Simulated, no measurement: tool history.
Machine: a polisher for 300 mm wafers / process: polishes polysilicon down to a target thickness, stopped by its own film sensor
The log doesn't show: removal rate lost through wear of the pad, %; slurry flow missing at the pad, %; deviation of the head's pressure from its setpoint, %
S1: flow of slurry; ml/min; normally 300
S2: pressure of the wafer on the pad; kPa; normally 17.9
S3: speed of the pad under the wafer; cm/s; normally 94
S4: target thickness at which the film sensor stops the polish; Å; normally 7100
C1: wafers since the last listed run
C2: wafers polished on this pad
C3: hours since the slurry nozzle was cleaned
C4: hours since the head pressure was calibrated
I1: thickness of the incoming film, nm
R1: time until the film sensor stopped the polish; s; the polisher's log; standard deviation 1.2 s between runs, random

run 1 hour=0 | S1=300 S2=17.9 S3=94 S4=7100 | C1=0 C2=801 C3=254 C4=33.1 | I1=1246.4 | R1=94.3
run 2 hour=15.9 | S1=300 S2=17.9 S3=94 S4=7100 | C1=152 C2=953 C3=269.9 C4=49 | I1=1247.2 | R1=93.2
run 3 hour=43 | S1=300 S2=17.9 S3=94 S4=7100 | C1=259 C2=1213 C3=297 C4=76.1 | I1=1234.3 | R1=91.3
-- hour=69.3 worn pad replaced by a new one
run 4 hour=74.1 | S1=300 S2=17.9 S3=94 S4=7100 | C1=259 C2=46 C3=328.1 C4=107.2 | I1=1229.2 | R1=81.8
run 5 hour=95.1 | S1=345 S2=17.9 S3=94 S4=7100 | C1=201 C2=247 C3=349.1 C4=128.2 | I1=1228.1 | R1=82.9
run 6 hour=116.4 | S1=345 S2=17.9 S3=94 S4=7100 | C1=204 C2=451 C3=370.4 C4=149.5 | I1=1239.8 | R1=88.5
run 7 hour=222.3 | S1=300 S2=17.9 S3=94 S4=8280 | C1=1015 C2=1467 C3=476.3 C4=255.4 | I1=1238.1 | R1=67.6
-- hour=236.3 worn pad replaced by a new one
run 8 hour=237.5 | S1=300 S2=17.9 S3=94 S4=8280 | C1=107 C2=11 C3=491.5 C4=270.6 | I1=1240.7 | R1=58.4
run 9 hour=262.6 | S1=300 S2=17.9 S3=94 S4=8280 | C1=240 C2=252 C3=516.6 C4=295.7 | I1=1245.8 | R1=64
-- hour=282.2 head pressure recalibrated
run 10 hour=284.3 | S1=220 S2=17.9 S3=120 S4=7100 | C1=188 C2=441 C3=538.3 C4=2.1 | I1=1244.7 | R1=76.4
run 11 hour=302.8 | S1=220 S2=17.9 S3=120 S4=7100 | C1=177 C2=618 C3=556.8 C4=20.6 | I1=1234.3 | R1=74.2
run 12 hour=331.2 | S1=220 S2=17.9 S3=120 S4=7100 | C1=272 C2=890 C3=585.2 C4=49 | I1=1232.1 | R1=75.8
run 13 hour=346.5 | S1=300 S2=17.9 S3=94 S4=7100 | C1=146 C2=1037 C3=600.5 C4=64.3 | I1=1255.4 | R1=95.9
run 14 hour=371.3 | S1=300 S2=15.9 S3=94 S4=7100 | C1=237 C2=1275 C3=625.3 C4=89.1 | I1=1234.5 | R1=105
run 15 hour=386.1 | S1=300 S2=22.8 S3=94 S4=7100 | C1=141 C2=1417 C3=640.1 C4=103.9 | I1=1236.1 | R1=73
run 16 hour=399.6 | S1=300 S2=22.8 S3=94 S4=7100 | C1=129 C2=1546 C3=653.6 C4=117.4 | I1=1219.8 | R1=70.5
-- hour=418.6 worn pad replaced by a new one
run 17 hour=423.2 | S1=300 S2=17.9 S3=94 S4=7100 | C1=187 C2=43 C3=677.2 C4=141 | I1=1234.6 | R1=79.6
run 18 hour=435.2 | S1=300 S2=17.9 S3=94 S4=7100 | C1=115 C2=158 C3=689.2 C4=153 | I1=1250.5 | R1=82.6
run 19 hour=461.9 | S1=225 S2=13.8 S3=68 S4=8370 | C1=256 C2=414 C3=715.9 C4=179.7 | I1=1249.6 | R1=119
run 20 hour=476 | S1=350 S2=17.9 S3=62 S4=6090 | C1=135 C2=549 C3=730 C4=193.8 | I1=1225.5 | R1=139.7
run 21 hour=492 | S1=240 S2=24.1 S3=94 S4=5490 | C1=153 C2=703 C3=746 C4=209.8 | I1=1240.2 | R1=84.7
run 22 hour=515.8 | S1=270 S2=12.4 S3=80 S4=8550 | C1=228 C2=931 C3=769.8 C4=233.6 | I1=1234.2 | R1=105.6
run 23 hour=545.6 | S1=395 S2=17.9 S3=94 S4=8050 | C1=285 C2=1217 C3=799.6 C4=263.4 | I1=1241.3 | R1=70.7
-- hour=572.2 head pressure recalibrated
run 24 hour=572.6 | S1=330 S2=17.9 S3=112 S4=7100 | C1=239 C2=1456 C3=826.6 C4=0.4 | I1=1245.5 | R1=79.5
-- hour=583.6 worn pad replaced by a new one
run 25 hour=591.7 | S1=300 S2=17.9 S3=112 S4=8290 | C1=144 C2=77 C3=845.7 C4=19.5 | I1=1216.7 | R1=52.6
-- hour=605.3 slurry nozzle cleaned
run 26 hour=608.2 | S1=300 S2=17.9 S3=94 S4=7100 | C1=148 C2=226 C3=2.9 C4=36 | I1=1234 | R1=85.4
run 27 hour=641.7 | S1=300 S2=20 S3=94 S4=7100 | C1=321 C2=547 C3=36.4 C4=69.5 | I1=1263.9 | R1=85
run 28 hour=656 | S1=300 S2=17.9 S3=94 S4=7100 | C1=137 C2=684 C3=50.7 C4=83.8 | I1=1262.9 | R1=92.4
run 29 hour=668.4 | S1=300 S2=17.9 S3=94 S4=7100 | C1=118 C2=803 C3=63.1 C4=96.2 | I1=1226.1 | R1=89.5
run 30 hour=695.2 | S1=300 S2=14.5 S3=94 S4=7740 | C1=256 C2=1060 C3=89.9 C4=123 | I1=1245.7 | R1=101.4
run 31 hour=723 | S1=200 S2=17.9 S3=86 S4=7730 | C1=266 C2=1326 C3=117.7 C4=150.8 | I1=1226.5 | R1=90.4
-- hour=749.1 worn pad replaced by a new one
run 32 hour=753.4 | S1=300 S2=17.9 S3=94 S4=7100 | C1=253 C2=40 C3=148.1 C4=181.2 | I1=1242.5 | R1=79.4
run 33 hour=786.9 | S1=300 S2=17.9 S3=94 S4=7100 | C1=321 C2=362 C3=181.6 C4=214.7 | I1=1256.2 | R1=87.8
run 34 hour=814.2 | S1=300 S2=17.9 S3=80 S4=6280 | C1=261 C2=623 C3=208.9 C4=242 | I1=1234.4 | R1=112.7
run 35 hour=848.7 | S1=300 S2=17.9 S3=72 S4=8630 | C1=330 C2=954 C3=243.4 C4=276.5 | I1=1236.6 | R1=74.1
run 36 hour=878.8 | S1=225 S2=13.8 S3=68 S4=8370 | C1=288 C2=1243 C3=273.5 C4=306.6 | I1=1219.6 | R1=108.6

How would selected steps in R1 from run to run divide? Give the signed amount a tool lacking its hidden state would still show from settings, what came in and random variation, and the signed amount left for the hidden state, including any gauge scatter that is not in both of the compared results.
Run 3 -> 4: worn pad replaced by a new one. R1 -9.5 s: hidden state -8.8, all else -0.7.
Run 16 -> 17: S2 22.8 -> 17.9, worn pad replaced by a new one. R1 +9.1 s: hidden state -9.4, all else +18.5.
Run 18 -> 19: S1 300 -> 225, S2 17.9 -> 13.8, S3 94 -> 68, S4 7100 -> 8370. R1 +36.4 s: hidden state +3.4, all else +33.
Run 20 -> 21: S1 350 -> 240, S2 17.9 -> 24.1, S3 62 -> 94, S4 6090 -> 5490. R1 -55 s: hidden state -1.8, all else -53.2.
Run 31 -> 32: S1 200 -> 300, S3 86 -> 94, S4 7730 -> 7100, worn pad replaced by a new one. R1 -11 s: hidden state -10.9, all else -0.1.
Run 34 -> 35: S3 80 -> 72, S4 6280 -> 8630. R1 -38.6 s: hidden state -1.5, all else -37.1.
